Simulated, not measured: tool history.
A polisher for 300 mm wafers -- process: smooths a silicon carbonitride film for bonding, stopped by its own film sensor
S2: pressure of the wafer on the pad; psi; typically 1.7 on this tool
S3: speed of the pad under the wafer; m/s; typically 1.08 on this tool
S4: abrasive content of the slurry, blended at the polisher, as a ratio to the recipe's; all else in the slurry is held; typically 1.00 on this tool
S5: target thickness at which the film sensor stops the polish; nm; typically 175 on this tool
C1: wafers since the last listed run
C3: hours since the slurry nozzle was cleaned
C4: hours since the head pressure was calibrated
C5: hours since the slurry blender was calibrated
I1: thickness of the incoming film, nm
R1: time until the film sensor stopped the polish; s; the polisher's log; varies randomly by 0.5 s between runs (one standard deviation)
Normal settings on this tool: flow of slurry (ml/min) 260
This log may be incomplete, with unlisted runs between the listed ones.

Run 1, hour 0.0: usual settings; C1 0; wafers polished on this pad 1627; C3 385.5; C4 1334.8; C5 202.0; I1 188.9. Result: R1 58.7 s.
Run 2, hour 14.2: usual settings; C1 165; wafers polished on this pad 1793; C3 399.7; C4 1349.0; C5 216.2; I1 188.0. Result: R1 54.4 s.
At hour 17.1: slurry blender recalibrated.
At hour 25.3: slurry nozzle cleaned.
Run 3, hour 47.2: usual settings; C1 350; wafers polished on this pad 2143; C3 21.9; C4 1382.0; C5 30.1; I1 189.2. Result: R1 60.7 s.
At hour 80.9: worn pad replaced by a new one.
At hour 102.3: head pressure recalibrated.
Run 4, hour 102.8: usual settings; C1 579; wafers polished on this pad 232; C3 77.5; C4 0.5; C5 85.7; I1 190.1. Result: R1 62.3 s.
Run 5, hour 132.2: usual settings; C1 343; wafers polished on this pad 575; C3 106.9; C4 29.9; C5 115.1; I1 190.8. Result: R1 66.0 s.
Run 6, hour 158.2: usual settings; C1 303; wafers polished on this pad 879; C3 132.9; C4 55.9; C5 141.1; I1 187.7. Result: R1 53.6 s.
Run 7, hour 181.6: usual settings; C1 273; wafers polished on this pad 1152; C3 156.3; C4 79.3; C5 164.5; I1 190.1. Result: R1 63.9 s.
At hour 191.1: slurry blender recalibrated.
At hour 262.1: worn pad replaced by a new one.
Run 8, hour 263.9: usual settings but S3 0.80 m/s; C1 891; wafers polished on this pad 20; C3 238.6; C4 161.6; C5 72.8; I1 187.7. Result: R1 65.1 s.
Run 9, hour 278.0: usual settings but S3 0.80 m/s; C1 164; wafers polished on this pad 185; C3 252.7; C4 175.7; C5 86.9; I1 188.2. Result: R1 68.9 s.
Run 10, hour 307.2: usual settings but S3 0.80 m/s; C1 341; wafers polished on this pad 526; C3 281.9; C4 204.9; C5 116.1; I1 190.4. Result: R1 80.3 s.
Run 11, hour 338.7: usual settings but flow of slurry (ml/min) 190; C1 368; wafers polished on this pad 894; C3 313.4; C4 236.4; C5 147.6; I1 191.9. Result: R1 73.4 s.
Run 12, hour 363.1: usual settings; C1 285; wafers polished on this pad 1179; C3 337.8; C4 260.8; C5 172.0; I1 189.8. Result: R1 62.2 s.
At hour 373.7: slurry blender recalibrated.
Run 13, hour 391.9: usual settings but S3 0.94 m/s, S4 0.75; C1 313; wafers polished on this pad 1492; C3 366.6; C4 289.6; C5 18.2; I1 189.6. Result: R1 77.7 s.
At hour 409.7: slurry nozzle cleaned.
Run 14, hour 412.7: usual settings but S4 1.25; C1 231; wafers polished on this pad 1723; C3 3.0; C4 310.4; C5 39.0; I1 189.4. Result: R1 56.2 s.
Run 15, hour 433.3: usual settings but flow of slurry (ml/min) 180, S5 178 nm; C1 240; wafers polished on this pad 1964; C3 23.6; C4 331.0; C5 59.6; I1 192.3. Result: R1 64.4 s.
Run 16, hour 450.2: usual settings but S2 1.4 psi; C1 197; wafers polished on this pad 2162; C3 40.5; C4 347.9; C5 76.5; I1 190.7. Result: R1 75.8 s.
Run 17, hour 473.4: usual settings; C1 271; wafers polished on this pad 2433; C3 63.7; C4 371.1; C5 99.7; I1 192.5. Result: R1 74.6 s.
At hour 481.2: worn pad replaced by a new one.
Run 18, hour 489.6: usual settings but flow of slurry (ml/min) 180, S3 1.30 m/s, S4 1.15, S5 171 nm; C1 142; wafers polished on this pad 98; C3 79.9; C4 387.3; C5 115.9; I1 190.4. Result: R1 67.6 s.
Run 19, hour 508.9: usual settings; C1 225; wafers polished on this pad 323; C3 99.2; C4 406.6; C5 135.2; I1 188.3. Result: R1 55.2 s.
Run 20, hour 532.6: usual settings but S5 180 nm; C1 276; wafers polished on this pad 600; C3 122.9; C4 430.3; C5 158.9; I1 187.0. Result: R1 28.5 s.
Run 21, hour 547.2: usual settings but S2 2.0 psi, S3 0.70 m/s, S4 0.70; C1 170; wafers polished on this pad 770; C3 137.5; C4 444.9; C5 173.5; I1 192.9. Result: R1 108.9 s.
Run 22, hour 560.3: usual settings but flow of slurry (ml/min) 180, S4 1.15; C1 153; wafers polished on this pad 924; C3 150.6; C4 458.0; C5 186.6; I1 187.8. Result: R1 52.9 s.
At hour 574.0: slurry blender recalibrated.
Run 23, hour 582.7: usual settings but flow of slurry (ml/min) 335, S3 0.70 m/s, S4 1.10; C1 238; wafers polished on this pad 1162; C3 173.0; C4 480.4; C5 8.7; I1 191.5. Result: R1 92.4 s.
Run 24, hour 607.8: usual settings; C1 293; wafers polished on this pad 1455; C3 198.1; C4 505.5; C5 33.8; I1 190.8. Result: R1 66.1 s.
Run 25, hour 626.1: usual settings but flow of slurry (ml/min) 335, S3 1.20 m/s, S5 171 nm; C1 213; wafers polished on this pad 1669; C3 216.4; C4 523.8; C5 52.1; I1 192.8. Result: R1 83.6 s.
Run 26, hour 657.6: usual settings but S2 1.1 psi, S4 1.25; C1 368; wafers polished on this pad 2037; C3 247.9; C4 555.3; C5 83.6; I1 189.6. Result: R1 74.4 s.
Run 27, hour 674.9: usual settings but flow of slurry (ml/min) 235, S3 1.32 m/s; C1 202; wafers polished on this pad 2239; C3 265.2; C4 572.6; C5 100.9; I1 191.1. Result: R1 59.6 s.
At hour 687.1: worn pad replaced by a new one.
Run 28, hour 694.0: usual settings but S2 2.1 psi, S3 1.18 m/s, S4 0.80, S5 173 nm; C1 176; wafers polished on this pad 80; C3 284.3; C4 591.7; C5 120.0; I1 189.3. Result: R1 59.7 s.
Run 29, hour 716.3: usual settings but flow of slurry (ml/min) 285; C1 260; wafers polished on this pad 341; C3 306.6; C4 614.0; C5 142.3; I1 188.2. Result: R1 54.3 s.

Below are 5 alternative next runs, each starting from the tool's condition after run 29. Predict each:
Run A, hour 716.7: usual settings but S5 179 nm; C1 4; wafers polished on this pad 345; C3 307.0; C4 614.4; C5 142.7; I1 189.8. Result: R1 ?.
Run B, hour 716.7: usual settings but flow of slurry (ml/min) 230, S3 0.76 m/s, S4 0.80, S5 178 nm; C1 4; wafers polished on this pad 345; C3 307.0; C4 614.4; C5 142.7; I1 189.8. Result: R1 ?.
Run C, hour 716.7: usual settings but S2 1.9 psi, S5 173 nm; C1 4; wafers polished on this pad 345; C3 307.0; C4 614.4; C5 142.7; I1 189.8. Result: R1 ?.
Run D, hour 716.7: usual settings but flow of slurry (ml/min) 315, S2 1.5 psi, S3 1.28 m/s; C1 4; wafers polished on this pad 345; C3 307.0; C4 614.4; C5 142.7; I1 189.8. Result: R1 ?.
Run E, hour 716.7: usual settings but S2 1.1 psi, S3 1.34 m/s; C1 4; wafers polished on this pad 345; C3 307.0; C4 614.4; C5 142.7; I1 189.8. Result: R1 ?.

run    R1
  A  43.8
  B  70.7
  C  63.3
  D  55.7
  E  65.7
Without the tool's unlogged condition, the same runs would have read:
run    R1
  A  43.4
  B  70.0
  C  62.7
  D  55.1
  E  65.1
